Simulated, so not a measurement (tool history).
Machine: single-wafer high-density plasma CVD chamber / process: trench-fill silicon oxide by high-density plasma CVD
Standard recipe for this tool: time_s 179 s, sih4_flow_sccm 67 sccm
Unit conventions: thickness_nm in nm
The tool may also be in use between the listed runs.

run	day	time_s	sih4_flow_sccm	wafers since the last listed run	hours since the silane flow controller was replaced	hours since the gauge calibration	read-back reference wafer on the same gauge, thickness_nm	thickness_nm
1	0.000	179	67	0	2011.1	155.7	1319.774	1197.227
2	0.350	179	67	65	2019.5	164.1	1319.843	1199.002
3	0.896	179	67	102	2032.6	177.2	1320.888	1194.598
4	1.233	179	67	63	2040.7	185.3	1319.779	1197.215
5	1.667	179	67	81	2051.1	195.7	1319.697	1198.237
6	3.275	204	72	302	2089.7	234.3	1320.050	1472.480
7	3.658	204	72	72	2098.9	243.5	1320.209	1471.149
8	5.133	179	76	277	2134.3	278.9	1320.491	1360.402
# day 5.233: gauge calibrated
9	5.771	207	61	119	2149.6	12.9	1319.779	1256.441
# day 6.758: silane flow controller replaced
10	6.779	207	61	126	0.5	37.1	1319.924	1177.576
11	6.975	179	67	36	5.2	41.8	1319.911	1115.884
12	7.575	189	77	112	19.6	56.2	1319.872	1361.139
13	8.167	211	67	111	33.8	70.4	1320.328	1321.187
14	8.583	149	76	78	43.8	80.4	1319.946	1061.630
15	9.204	147	57	116	58.7	95.3	1320.435	785.165
16	9.800	164	67	112	73.0	109.6	1319.993	1030.924
17	10.096	210	79	55	80.1	116.7	1320.246	1560.137
18	10.783	179	67	129	96.6	133.2	1320.286	1130.291
19	11.267	196	78	90	108.2	144.8	1320.007	1446.297
20	11.712	179	67	83	118.9	155.5	1320.182	1131.904
21	12.262	210	60	103	132.1	168.7	1320.822	1191.644
22	12.800	199	67	101	145.0	181.6	1319.881	1260.574
23	13.508	207	62	133	162.0	198.6	1320.639	1211.645

Below are 5 alternative next runs, each starting from the tool's condition after run 23. Predict each:
A	13.525	158	67	3	162.4	199.0	?	?
B	13.525	168	62	3	162.4	199.0	?	?
C	13.525	166	59	3	162.4	199.0	?	?
D	13.525	155	59	3	162.4	199.0	?	?
E	13.525	193	80	3	162.4	199.0	?	?

run	read-back reference wafer on the same gauge, thickness_nm	thickness_nm
A	1320.040	1000.967
B	1320.040	984.892
C	1320.040	926.079
D	1320.040	864.712
E	1320.040	1459.940
With the hidden condition removed and each run's random variation left untouched, the same runs would have given:
run	thickness_nm
A	986.725
B	970.879
C	912.903
D	852.409
E	1439.168
